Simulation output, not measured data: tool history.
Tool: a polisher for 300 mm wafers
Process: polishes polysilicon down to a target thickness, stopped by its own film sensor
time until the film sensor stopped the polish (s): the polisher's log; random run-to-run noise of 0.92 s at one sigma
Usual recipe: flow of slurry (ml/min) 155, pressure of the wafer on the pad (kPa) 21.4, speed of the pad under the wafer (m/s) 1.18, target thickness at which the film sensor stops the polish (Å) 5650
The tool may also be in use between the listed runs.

run	hour	flow of slurry (ml/min)	pressure of the wafer on the pad (kPa)	speed of the pad under the wafer (m/s)	target thickness at which the film sensor stops the polish (Å)	incoming thickness of the incoming film, nm	time until the film sensor stopped the polish (s)
1	0	155	23.4	1.18	5650	1032.4	42.9
2	52.9	155	21.4	1.18	5650	1058.5	52.8
3	103.9	155	21.4	1.18	5650	1058.5	54.7
4	136.9	155	21.4	1.18	5650	1050.4	53.8
5	184.9	155	21.4	1.18	5650	1068.6	45.3
6	221.6	155	21.4	1.18	5650	1057.2	46.7
7	280.9	155	21.4	1.18	5650	1061.4	45.7
8	349.7	155	21.4	1.18	5650	1041.8	44.9
9	409.1	155	21.4	1.18	5650	1037.8	45.3
10	465.8	155	21.4	1.18	5650	1071.5	57.6
11	500.8	155	21.4	1.18	5650	1049.9	47.7
12	527.4	155	21.4	1.18	4900	1041.8	55.4
13	598.3	200	21.4	1.18	5650	1045.6	46
14	667.1	155	26.2	1.18	5650	1037.4	40.1
15	691.3	180	15.2	1.18	4440	1055.7	83.3
16	738.7	205	21.4	0.82	5650	1032.4	65.3

Taken out of this log: 8 entries between the listed runs. Where each belongs, and how the hidden state differs across it:
Logged between run 2 and run 3: worn pad replaced by a new one (hour 77.6)
  slurry flow missing at the pad, %: 38.6 -> 43.9; deviation of the head's pressure from its setpoint, %: 4.19 -> 5.12
  measured result minus the result with no hidden state, time until the film sensor stopped the polish (s): +4.1 -> +5.4
Logged between run 4 and run 5: slurry nozzle cleaned (hour 139.3)
  slurry flow missing at the pad, %: 47.3 -> 7.86; deviation of the head's pressure from its setpoint, %: 5.77 -> 6.77
  measured result minus the result with no hidden state, time until the film sensor stopped the polish (s): +6.1 -> -2.2
Logged between run 5 and run 6: worn pad replaced by a new one (hour 221.1)
  slurry flow missing at the pad, %: 7.86 -> 11.6; deviation of the head's pressure from its setpoint, %: 6.77 -> 7.59
  measured result minus the result with no hidden state, time until the film sensor stopped the polish (s): -2.2 -> -2.3
Logged between run 8 and run 9: worn pad replaced by a new one (hour 360.8)
  slurry flow missing at the pad, %: 24.8 -> 30.9; deviation of the head's pressure from its setpoint, %: 10.8 -> 12.5
  measured result minus the result with no hidden state, time until the film sensor stopped the polish (s): -1.7 -> -1.4
Logged between run 9 and run 10: head pressure recalibrated (hour 451.8)
  slurry flow missing at the pad, %: 30.9 -> 36.7; deviation of the head's pressure from its setpoint, %: 12.5 -> 1.79
  measured result minus the result with no hidden state, time until the film sensor stopped the polish (s): -1.4 -> +5.2
Logged between run 10 and run 11: slurry nozzle cleaned (hour 470.3); worn pad replaced by a new one (hour 500.3)
  slurry flow missing at the pad, %: 36.7 -> 4.78; deviation of the head's pressure from its setpoint, %: 1.79 -> 1.82
  measured result minus the result with no hidden state, time until the film sensor stopped the polish (s): +5.2 -> -0.4
Logged between run 13 and run 14: worn pad replaced by a new one (hour 634.7)
  slurry flow missing at the pad, %: 14.8 -> 21.9; deviation of the head's pressure from its setpoint, %: 2.13 -> 2.54
  measured result minus the result with no hidden state, time until the film sensor stopped the polish (s): +0.2 -> +1.1
